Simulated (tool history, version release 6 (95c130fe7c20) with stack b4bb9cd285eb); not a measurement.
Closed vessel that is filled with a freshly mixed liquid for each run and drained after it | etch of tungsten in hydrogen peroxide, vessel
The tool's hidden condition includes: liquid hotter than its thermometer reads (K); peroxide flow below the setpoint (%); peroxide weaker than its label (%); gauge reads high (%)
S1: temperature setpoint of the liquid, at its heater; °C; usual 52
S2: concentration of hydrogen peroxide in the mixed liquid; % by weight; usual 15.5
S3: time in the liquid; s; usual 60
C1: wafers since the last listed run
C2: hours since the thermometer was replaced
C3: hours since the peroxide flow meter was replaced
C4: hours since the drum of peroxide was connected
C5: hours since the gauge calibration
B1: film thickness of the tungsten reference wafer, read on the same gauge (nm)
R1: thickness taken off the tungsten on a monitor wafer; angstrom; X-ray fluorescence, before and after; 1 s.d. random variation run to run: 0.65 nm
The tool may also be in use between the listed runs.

Run 1, hour 0: usual settings; C1 0; C2 859.4; C3 1163.7; C4 1316.6; C5 499.7; B1 90.05. Result: R1 1151.1 angstrom.
Run 2, hour 49.5: usual settings but S2 17 % by weight; C1 7230; C2 908.9; C3 1213.2; C4 1366.1; C5 549.2; B1 90.02. Result: R1 1199.4 angstrom.
Run 3, hour 100.4: usual settings but S2 17 % by weight; C1 7434; C2 959.8; C3 1264.1; C4 1417; C5 600.1; B1 90.01. Result: R1 1197.2 angstrom.
Run 4, hour 168.8: usual settings; C1 9991; C2 1028.2; C3 1332.5; C4 1485.4; C5 668.5; B1 90.01. Result: R1 1152.3 angstrom.
Run 5, hour 223.3: usual settings; C1 7960; C2 1082.7; C3 1387; C4 1539.9; C5 723; B1 90.02. Result: R1 1143.1 angstrom.
Run 6, hour 255.5: usual settings; C1 4703; C2 1114.9; C3 1419.2; C4 1572.1; C5 755.2; B1 90.04. Result: R1 1136.1 angstrom.
At hour 335.1: new drum of peroxide connected.
At hour 353.5: peroxide flow meter replaced.
Run 7, hour 377.3: usual settings but S1 60 °C, S2 17.5 % by weight; C1 17499; C2 1236.7; C3 23.8; C4 42.2; C5 877; B1 90.03. Result: R1 1999.8 angstrom.
Run 8, hour 413: usual settings but S1 60 °C, S2 17.5 % by weight; C1 5214; C2 1272.4; C3 59.5; C4 77.9; C5 912.7; B1 89.98. Result: R1 2027.3 angstrom.
At hour 436.8: gauge calibrated.
Run 9, hour 473.2: usual settings; C1 8793; C2 1332.6; C3 119.7; C4 138.1; C5 36.4; B1 89.98. Result: R1 1183.4 angstrom.
At hour 623.1: thermometer replaced.
Run 10, hour 634.5: usual settings; C1 23414; C2 11.4; C3 281; C4 299.4; C5 197.7; B1 90.02. Result: R1 1176.9 angstrom.
Run 11, hour 659.7: usual settings but S1 45.5 °C, S2 12 % by weight; C1 3680; C2 36.6; C3 306.2; C4 324.6; C5 222.9; B1 89.99. Result: R1 689.1 angstrom.
Run 12, hour 715.6: usual settings but S3 35 s; C1 8165; C2 92.5; C3 362.1; C4 380.5; C5 278.8; B1 90.03. Result: R1 685.1 angstrom.
Run 13, hour 786.5: usual settings but S2 12.5 % by weight, S3 70 s; C1 10356; C2 163.4; C3 433; C4 451.4; C5 349.7; B1 89.99. Result: R1 1216.5 angstrom.
Run 14, hour 828.2: usual settings but S1 48.5 °C, S2 13 % by weight, S3 35 s; C1 6091; C2 205.1; C3 474.7; C4 493.1; C5 391.4; B1 90. Result: R1 503 angstrom.
Run 15, hour 865.5: usual settings but S3 40 s; C1 5448; C2 242.4; C3 512; C4 530.4; C5 428.7; B1 89.98. Result: R1 782.8 angstrom.
Run 16, hour 898.3: usual settings; C1 4791; C2 275.2; C3 544.8; C4 563.2; C5 461.5; B1 89.99. Result: R1 1164.6 angstrom.
Run 17, hour 939.3: usual settings; C1 5988; C2 316.2; C3 585.8; C4 604.2; C5 502.5; B1 89.99. Result: R1 1164.1 angstrom.
Run 18, hour 989.7: usual settings; C1 7361; C2 366.6; C3 636.2; C4 654.6; C5 552.9; B1 89.96. Result: R1 1159.2 angstrom.
Run 19, hour 1039.6: usual settings but S2 12 % by weight, S3 80 s; C1 7288; C2 416.5; C3 686.1; C4 704.5; C5 602.8; B1 89.98. Result: R1 1353.5 angstrom.
Run 20, hour 1090.7: usual settings but S1 43 °C; C1 7464; C2 467.6; C3 737.2; C4 755.6; C5 653.9; B1 89.99. Result: R1 665.6 angstrom.

What the log doesn't show, run by run:
liquid hotter than its thermometer reads (K): 0 on each run
peroxide flow below the setpoint (%): 0 on each run
gauge reads high (%): 0 on each run
H1: peroxide weaker than its label (%)
run    H1
  1  7.95
  2  8.22
  3   8.5
  4  8.88
  5  9.18
  6  9.36
  7   2.1
  8  2.29
  9  2.63
 10  3.52
 11  3.65
 12  3.96
 13  4.35
 14  4.58
 15  4.79
 16  4.97
 17  5.19
 18  5.47
 19  5.75
 20  6.03
